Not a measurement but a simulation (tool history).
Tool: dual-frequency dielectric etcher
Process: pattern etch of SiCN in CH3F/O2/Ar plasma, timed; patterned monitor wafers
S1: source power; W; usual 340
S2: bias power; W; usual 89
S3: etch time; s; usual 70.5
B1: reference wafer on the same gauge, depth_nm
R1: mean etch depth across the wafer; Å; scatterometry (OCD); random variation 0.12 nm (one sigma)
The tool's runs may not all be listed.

run	hour	S1	S2	S3	B1	R1
1	0.0	380	89	70.5	32.57	284.9
# hour 0.4: wet clean of the chamber
2	71.6	380	89	70.5	32.62	293.7
3	165.3	340	89	70.5	32.54	280.8
4	220.2	340	89	70.5	32.67	277.0
5	267.6	340	89	70.5	32.61	276.3
6	458.8	340	89	70.5	32.63	274.3
7	508.2	340	89	70.5	32.65	273.5
8	554.5	340	89	70.5	32.61	272.2
# hour 584.9: wet clean of the chamber
9	639.2	340	89	56.0	32.57	223.5
# hour 758.8: gauge calibrated
10	891.9	340	89	56.0	32.65	220.0
11	945.3	340	89	56.0	32.66	220.9
12	1042.1	340	89	70.5	32.59	271.1
13	1085.9	340	89	70.5	32.62	273.8
14	1141.8	340	89	70.5	32.65	271.8
# hour 1176.0: wet clean of the chamber
15	1245.8	410	71	76.0	32.59	306.1
16	1293.0	410	80	89.0	32.58	366.7
17	1396.1	340	89	62.0	32.59	244.0
18	1460.6	360	76	87.5	32.56	338.6
# hour 1509.0: upper electrode replaced
19	1509.5	340	89	70.5	32.58	274.5
# hour 1587.1: source power generator calibrated
20	1591.2	340	89	70.5	32.60	273.5
# hour 1674.0: wet clean of the chamber
21	1676.8	360	76	50.0	32.58	195.8
22	1777.5	340	89	70.5	32.59	281.3
# hour 1816.2: bias power generator calibrated
23	1945.3	260	89	63.5	32.65	228.3
24	1990.7	380	89	70.5	32.59	287.8
25	2083.2	260	89	84.0	32.62	301.0
26	2176.3	340	89	57.5	32.67	223.5
27	2219.0	400	89	70.5	32.63	288.6
# hour 2274.4: wet clean of the chamber
28	2280.8	280	108	86.5	32.62	344.4

Forecast each of these 4 alternatives for the next run:
A	2281.2	340	89	55.5	?	?
B	2281.2	340	89	50.0	?	?
C	2281.2	420	72	56.0	?	?
D	2281.2	340	102	70.5	?	?

run	B1	R1
A	32.62	223.7
B	32.62	201.5
C	32.62	229.8
D	32.62	295.7
Without the tool's hidden state the same runs would have given:
run	R1
A	223.2
B	201.1
C	229.3
D	295.1
